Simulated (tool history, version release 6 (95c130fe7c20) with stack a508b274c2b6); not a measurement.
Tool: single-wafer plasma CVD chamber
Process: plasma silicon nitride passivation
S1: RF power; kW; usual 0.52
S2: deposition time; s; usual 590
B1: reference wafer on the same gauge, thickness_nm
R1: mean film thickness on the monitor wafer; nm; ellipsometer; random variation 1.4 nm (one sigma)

Run 1, hour 0: usual settings; B1 759.066. Result: R1 937.467 nm.
Run 2, hour 12.8: usual settings; B1 759.303. Result: R1 938.204 nm.
Run 3, hour 23.4: usual settings; B1 759.489. Result: R1 935.692 nm.
Run 4, hour 31: usual settings; B1 758.992. Result: R1 938.243 nm.
Run 5, hour 40: usual settings; B1 759.43. Result: R1 939.787 nm.
Run 6, hour 46.5: usual settings; B1 758.909. Result: R1 937.872 nm.
Run 7, hour 62.5: usual settings; B1 759.27. Result: R1 936.426 nm.
At hour 78.8: gauge calibrated.
Run 8, hour 79: usual settings; B1 759.117. Result: R1 938.417 nm.
At hour 98.9: RF generator calibrated.
Run 9, hour 99.4: usual settings; B1 758.877. Result: R1 936.031 nm.
Run 10, hour 105: usual settings; B1 759.032. Result: R1 938.034 nm.
Run 11, hour 118: usual settings; B1 758.808. Result: R1 937.618 nm.
Run 12, hour 128.5: usual settings; B1 758.461. Result: R1 939.411 nm.
At hour 138.1: showerhead replaced.
Run 13, hour 138.6: usual settings but S1 0.57 kW, S2 655 s; B1 758.901. Result: R1 1057.418 nm.
Run 14, hour 153.7: usual settings but S2 476 s; B1 758.99. Result: R1 757.733 nm.

The next listed run, before its measurement:
Run 15, hour 165.8: usual settings but S1 0.465 kW; B1 ?. Result: R1 ?.

Run 15 gave B1 758.662, R1 922.217 nm.
Without the tool's hidden state the same run would have given R1 922.217 nm.

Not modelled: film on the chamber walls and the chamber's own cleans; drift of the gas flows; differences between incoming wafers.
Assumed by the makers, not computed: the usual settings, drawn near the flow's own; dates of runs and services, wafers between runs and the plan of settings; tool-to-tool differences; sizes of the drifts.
